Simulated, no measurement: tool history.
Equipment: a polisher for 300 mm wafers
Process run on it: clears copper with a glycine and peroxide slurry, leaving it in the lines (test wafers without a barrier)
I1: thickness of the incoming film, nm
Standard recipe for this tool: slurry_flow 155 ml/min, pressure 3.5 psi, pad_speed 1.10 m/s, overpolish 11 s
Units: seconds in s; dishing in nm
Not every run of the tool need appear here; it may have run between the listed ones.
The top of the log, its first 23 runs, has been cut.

-- day=25.254 head pressure recalibrated
run 24 day=25.275 | slurry_flow=125 pressure=3.1 pad_speed=0.88 overpolish=11 | I1=760.1 | seconds=141.6 dishing=42.8
run 25 day=26.462 | slurry_flow=155 pressure=3.5 pad_speed=1.20 overpolish=11 | I1=770.4 | seconds=98.8 dishing=58.7
run 26 day=27.317 | slurry_flow=115 pressure=4.7 pad_speed=1.10 overpolish=11 | I1=770.1 | seconds=86.0 dishing=67.7
-- day=27.683 slurry nozzle cleaned
run 27 day=28.517 | slurry_flow=190 pressure=4.7 pad_speed=1.20 overpolish=6 | I1=767.0 | seconds=69.5 dishing=49.3
run 28 day=30.225 | slurry_flow=195 pressure=3.5 pad_speed=0.84 overpolish=11 | I1=758.1 | seconds=117.5 dishing=49.9
run 29 day=31.000 | slurry_flow=100 pressure=2.8 pad_speed=0.98 overpolish=14 | I1=770.1 | seconds=141.8 dishing=55.0
run 30 day=31.771 | slurry_flow=155 pressure=3.5 pad_speed=1.10 overpolish=11 | I1=772.6 | seconds=101.7 dishing=58.8
-- day=32.725 worn pad replaced by a new one
run 31 day=33.938 | slurry_flow=155 pressure=3.5 pad_speed=1.10 overpolish=11 | I1=758.9 | seconds=101.0 dishing=57.9
run 32 day=35.421 | slurry_flow=155 pressure=3.5 pad_speed=1.38 overpolish=11 | I1=776.5 | seconds=86.6 dishing=67.7
run 33 day=36.533 | slurry_flow=155 pressure=3.5 pad_speed=1.10 overpolish=11 | I1=754.6 | seconds=103.5 dishing=57.5

Alternative continuations, all from the tool just after run 33; predict every row:
run A day=36.554 | slurry_flow=155 pressure=3.5 pad_speed=1.10 overpolish=11 | I1=775.3 | seconds=? dishing=?
run B day=36.554 | slurry_flow=155 pressure=3.5 pad_speed=1.10 overpolish=14 | I1=775.3 | seconds=? dishing=?
run C day=36.554 | slurry_flow=130 pressure=2.3 pad_speed=0.88 overpolish=9 | I1=775.3 | seconds=? dishing=?
run D day=36.554 | slurry_flow=180 pressure=3.5 pad_speed=1.10 overpolish=8 | I1=775.3 | seconds=? dishing=?
run E day=36.554 | slurry_flow=100 pressure=3.8 pad_speed=1.40 overpolish=15 | I1=775.3 | seconds=? dishing=?

run=A seconds=102.8 dishing=58.0
run=B seconds=102.8 dishing=69.7
run=C seconds=175.0 dishing=30.9
run=D seconds=100.9 dishing=45.5
run=E seconds=84.1 dishing=84.2
Take away the tool's hidden state, keep each run's random variation, and the runs would have read:
run=A seconds=102.3 dishing=58.3
run=B seconds=102.3 dishing=69.9
run=C seconds=174.0 dishing=31.1
run=D seconds=100.4 dishing=45.7
run=E seconds=83.5 dishing=84.6

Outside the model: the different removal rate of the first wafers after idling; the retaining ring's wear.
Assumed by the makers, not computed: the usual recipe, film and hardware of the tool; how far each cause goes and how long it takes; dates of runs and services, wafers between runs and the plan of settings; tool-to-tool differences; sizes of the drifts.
